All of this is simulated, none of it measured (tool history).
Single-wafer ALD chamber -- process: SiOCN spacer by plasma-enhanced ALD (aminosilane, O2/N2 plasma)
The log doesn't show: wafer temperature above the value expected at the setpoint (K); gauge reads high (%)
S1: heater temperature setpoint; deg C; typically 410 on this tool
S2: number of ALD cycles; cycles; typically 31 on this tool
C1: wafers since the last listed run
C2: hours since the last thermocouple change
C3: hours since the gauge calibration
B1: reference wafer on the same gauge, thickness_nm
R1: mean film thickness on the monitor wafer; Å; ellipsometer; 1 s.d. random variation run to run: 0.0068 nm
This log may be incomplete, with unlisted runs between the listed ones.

run	day	S1	S2	C1	C2	C3	B1	R1
1	0.000	410	31	0	255.7	270.6	1.640	17.12
2	1.342	410	31	183	287.9	302.8	1.639	17.14
3	2.604	410	31	173	318.2	333.1	1.640	17.07
4	4.246	410	31	224	357.6	372.5	1.640	17.18
5	11.638	410	31	1013	535.0	549.9	1.641	17.32
6	13.879	410	31	307	588.8	603.7	1.640	17.08
7	15.433	410	31	213	626.1	641.0	1.641	17.17
8	16.571	410	35	155	653.4	668.3	1.640	19.46
9	17.775	417	35	165	682.3	697.2	1.639	18.90
10	19.883	410	31	288	732.9	747.8	1.639	17.18
# day 20.479: gauge calibrated
11	22.708	397	36	387	800.7	53.5	1.640	20.55
12	25.575	410	31	392	869.5	122.3	1.641	17.09
# day 27.825: thermocouple changed; heater temperature recalibrated
13	27.846	396	37	265	0.5	176.8	1.639	21.06
14	29.004	410	27	158	28.3	204.6	1.639	14.89
15	31.496	402	25	341	88.1	264.4	1.641	14.20
16	32.688	395	35	163	116.7	293.0	1.640	19.99
17	34.917	410	36	305	170.2	346.5	1.641	19.94

Hidden state at the last listed run before each entry between runs and at the first one after, where it differs:
In the gap between runs 10 and 11: gauge calibrated (day 20.479)
  the hidden state is the same at both runs
In the gap between runs 12 and 13: thermocouple changed; heater temperature recalibrated (day 27.825)
  the hidden state is the same at both runs
